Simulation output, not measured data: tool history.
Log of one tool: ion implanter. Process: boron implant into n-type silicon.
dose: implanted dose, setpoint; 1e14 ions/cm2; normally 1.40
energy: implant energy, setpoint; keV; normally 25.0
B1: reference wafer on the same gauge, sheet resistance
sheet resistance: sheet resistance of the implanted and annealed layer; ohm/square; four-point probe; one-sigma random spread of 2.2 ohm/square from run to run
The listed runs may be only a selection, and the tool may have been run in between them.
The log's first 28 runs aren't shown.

Run 29, hour 779.4: usual settings but dose 1.60 1e14 ions/cm2; B1 714.91. Result: sheet resistance 536.19 ohm/square.
Run 30, hour 831.9: usual settings but dose 1.29 1e14 ions/cm2, energy 33.0 keV; B1 714.92. Result: sheet resistance 603.91 ohm/square.
Run 31, hour 856.1: usual settings but dose 1.08 1e14 ions/cm2, energy 22.5 keV; B1 714.18. Result: sheet resistance 740.53 ohm/square.
Run 32, hour 884.1: usual settings but dose 1.29 1e14 ions/cm2; B1 715.16. Result: sheet resistance 637.90 ohm/square.
Run 33, hour 952.7: usual settings but dose 1.22 1e14 ions/cm2, energy 31.5 keV; B1 715.60. Result: sheet resistance 633.81 ohm/square.
Run 34, hour 971.5: usual settings but dose 0.98 1e14 ions/cm2, energy 17.5 keV; B1 714.34. Result: sheet resistance 823.10 ohm/square.
Run 35, hour 988.0: usual settings; B1 714.58. Result: sheet resistance 593.45 ohm/square.
Run 36, hour 1013.0: usual settings but dose 1.01 1e14 ions/cm2, energy 30.5 keV; B1 715.01. Result: sheet resistance 733.26 ohm/square.
Run 37, hour 1034.7: usual settings; B1 714.64. Result: sheet resistance 591.99 ohm/square.
Run 38, hour 1048.2: usual settings but dose 1.19 1e14 ions/cm2, energy 29.5 keV; B1 713.29. Result: sheet resistance 647.14 ohm/square.

Consider 3 possible next runs. They are alternatives, not a sequence: every one starts from the tool as it was left by run 38. What does each give?
Run A, hour 1048.6: usual settings but dose 1.71 1e14 ions/cm2; B1 ?. Result: sheet resistance ?.
Run B, hour 1048.6: usual settings but energy 18.5 keV; B1 ?. Result: sheet resistance ?.
Run C, hour 1048.6: usual settings but energy 20.0 keV; B1 ?. Result: sheet resistance ?.

run      B1  sheet resistance
  A  714.96            506.09
  B  714.96            618.43
  C  714.96            611.27
With no hidden state in the tool, these same runs would have given:
run  sheet resistance
  A            516.27
  B            631.08
  C            623.68
